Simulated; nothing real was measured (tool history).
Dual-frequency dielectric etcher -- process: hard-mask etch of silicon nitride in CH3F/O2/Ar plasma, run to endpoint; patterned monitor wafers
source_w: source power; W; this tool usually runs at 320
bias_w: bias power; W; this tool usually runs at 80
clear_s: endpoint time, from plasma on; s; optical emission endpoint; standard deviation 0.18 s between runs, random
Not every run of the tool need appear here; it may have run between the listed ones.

| run | hour | source_w | bias_w | incoming incoming film thickness, nm | clear_s |
|---|---|---|---|---|---|
| 1 | 0 | 320 | 80 | 38.19 | 59.1 |
|  | 26.1 | wet clean of the chamber |
| 2 | 62.6 | 320 | 69 | 38.5 | 61.2 |
| 3 | 137 | 320 | 69 | 38.64 | 61.8 |
| 4 | 246.4 | 320 | 69 | 38.53 | 61.6 |
| 5 | 289.2 | 320 | 80 | 38.44 | 58.7 |
| 6 | 385.7 | 320 | 80 | 38.79 | 60.2 |
|  | 443.7 | wet clean of the chamber |
| 7 | 467.8 | 320 | 80 | 38.61 | 58.2 |
| 8 | 565.9 | 320 | 80 | 38.55 | 58.3 |
| 9 | 643.7 | 320 | 80 | 38.49 | 58.6 |
| 10 | 701 | 320 | 80 | 38.44 | 59 |
| 11 | 742.8 | 320 | 80 | 38.42 | 58.6 |
|  | 753.3 | bias power generator calibrated |
|  | 839.7 | wet clean of the chamber |
| 12 | 847 | 320 | 80 | 38.02 | 57.6 |
| 13 | 909.3 | 260 | 97 | 38.74 | 58.6 |
| 14 | 967.3 | 320 | 80 | 38.11 | 58 |

The next listed run, before its measurement:
|  | 998 | source power generator calibrated |
| 15 | 1073.5 | 250 | 74 | 38.53 | ? |

clear_s: 65.7 s
The same run, on a tool lacking any hidden state, would have yielded clear_s 64.8 s.

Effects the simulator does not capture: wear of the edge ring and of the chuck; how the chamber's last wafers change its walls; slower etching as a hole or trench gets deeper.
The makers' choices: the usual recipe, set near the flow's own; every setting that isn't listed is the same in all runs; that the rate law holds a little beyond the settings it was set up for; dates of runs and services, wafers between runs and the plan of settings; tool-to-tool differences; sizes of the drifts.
